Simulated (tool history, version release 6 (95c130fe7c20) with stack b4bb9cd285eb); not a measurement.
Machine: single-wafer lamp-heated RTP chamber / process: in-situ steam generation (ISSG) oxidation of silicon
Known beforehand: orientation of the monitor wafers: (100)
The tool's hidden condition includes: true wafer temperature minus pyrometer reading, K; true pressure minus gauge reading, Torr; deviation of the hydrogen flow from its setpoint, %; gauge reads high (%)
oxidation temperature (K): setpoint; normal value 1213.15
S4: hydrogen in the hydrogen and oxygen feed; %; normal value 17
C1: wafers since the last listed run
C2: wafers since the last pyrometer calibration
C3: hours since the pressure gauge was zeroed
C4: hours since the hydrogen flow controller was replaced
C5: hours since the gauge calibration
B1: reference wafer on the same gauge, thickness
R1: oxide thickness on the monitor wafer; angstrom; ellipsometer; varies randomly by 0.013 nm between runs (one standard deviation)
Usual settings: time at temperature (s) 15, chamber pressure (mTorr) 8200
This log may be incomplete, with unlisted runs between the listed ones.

{"run": 1, "day": 0.0, "oxidation temperature (K)": 1213.15, "time at temperature (s)": 15, "chamber pressure (mTorr)": 8900, "S4": 17, "C1": 0, "C2": 1365, "C3": 3825.8, "C4": 4639.4, "C5": 421.2, "B1": 4.057, "R1": 41.54}
{"run": 2, "day": 0.562, "oxidation temperature (K)": 1213.15, "time at temperature (s)": 15, "chamber pressure (mTorr)": 8900, "S4": 17, "C1": 204, "C2": 1570, "C3": 3839.3, "C4": 4652.9, "C5": 434.7, "B1": 4.059, "R1": 41.49}
{"run": 3, "day": 1.096, "oxidation temperature (K)": 1213.15, "time at temperature (s)": 15, "chamber pressure (mTorr)": 8200, "S4": 12, "C1": 194, "C2": 1764, "C3": 3852.1, "C4": 4665.7, "C5": 447.5, "B1": 4.06, "R1": 38.75}
{"run": 4, "day": 2.362, "oxidation temperature (K)": 1213.15, "time at temperature (s)": 15, "chamber pressure (mTorr)": 8200, "S4": 17, "C1": 461, "C2": 2226, "C3": 3882.5, "C4": 4696.1, "C5": 477.9, "B1": 4.059, "R1": 41.89}
{"run": 5, "day": 2.908, "oxidation temperature (K)": 1213.15, "time at temperature (s)": 15, "chamber pressure (mTorr)": 8200, "S4": 17, "C1": 198, "C2": 2425, "C3": 3895.6, "C4": 4709.2, "C5": 491, "B1": 4.06, "R1": 41.82}
{"run": 6, "day": 3.429, "oxidation temperature (K)": 1213.15, "time at temperature (s)": 15, "chamber pressure (mTorr)": 8200, "S4": 17, "C1": 189, "C2": 2614, "C3": 3908.1, "C4": 4721.7, "C5": 503.5, "B1": 4.062, "R1": 41.86}
{"run": 7, "day": 7.0, "oxidation temperature (K)": 1224.15, "time at temperature (s)": 15, "chamber pressure (mTorr)": 8200, "S4": 17, "C1": 1301, "C2": 3916, "C3": 3993.8, "C4": 4807.4, "C5": 589.2, "B1": 4.06, "R1": 43.27}
{"day": 8.471, "done": "hydrogen flow controller replaced"}
{"run": 8, "day": 8.492, "oxidation temperature (K)": 1224.15, "time at temperature (s)": 15, "chamber pressure (mTorr)": 8200, "S4": 17, "C1": 422, "C2": 4338, "C3": 4029.6, "C4": 0.5, "C5": 625, "B1": 4.059, "R1": 43.36}
{"run": 9, "day": 9.588, "oxidation temperature (K)": 1213.15, "time at temperature (s)": 15, "chamber pressure (mTorr)": 8200, "S4": 17, "C1": 399, "C2": 4737, "C3": 4055.9, "C4": 26.8, "C5": 651.3, "B1": 4.059, "R1": 42.03}
{"run": 10, "day": 10.971, "oxidation temperature (K)": 1230.15, "time at temperature (s)": 12, "chamber pressure (mTorr)": 7300, "S4": 11, "C1": 504, "C2": 5241, "C3": 4089.1, "C4": 60, "C5": 684.5, "B1": 4.062, "R1": 36.42}
{"day": 11.342, "done": "pyrometer window cleaned and pyrometer calibrated"}
{"run": 11, "day": 11.996, "oxidation temperature (K)": 1213.15, "time at temperature (s)": 15, "chamber pressure (mTorr)": 8200, "S4": 13, "C1": 252, "C2": 237, "C3": 4113.7, "C4": 84.6, "C5": 709.1, "B1": 4.059, "R1": 39.12}
{"day": 12.646, "done": "gauge calibrated"}
{"run": 12, "day": 13.425, "oxidation temperature (K)": 1213.15, "time at temperature (s)": 15, "chamber pressure (mTorr)": 7100, "S4": 17, "C1": 520, "C2": 758, "C3": 4148, "C4": 118.9, "C5": 18.7, "B1": 4.054, "R1": 41.48}

Predict the results of run 13:
{"run": 13, "day": 14.888, "oxidation temperature (K)": 1219.15, "time at temperature (s)": 20, "chamber pressure (mTorr)": 8200, "S4": 23, "C1": 532, "C2": 1291, "C3": 4183.1, "C4": 154, "C5": 53.8, "B1": "?", "R1": "?"}

B1: 4.059
R1: 50.47 angstrom
Without the tool's hidden state the same run would have given R1 50.22 angstrom.

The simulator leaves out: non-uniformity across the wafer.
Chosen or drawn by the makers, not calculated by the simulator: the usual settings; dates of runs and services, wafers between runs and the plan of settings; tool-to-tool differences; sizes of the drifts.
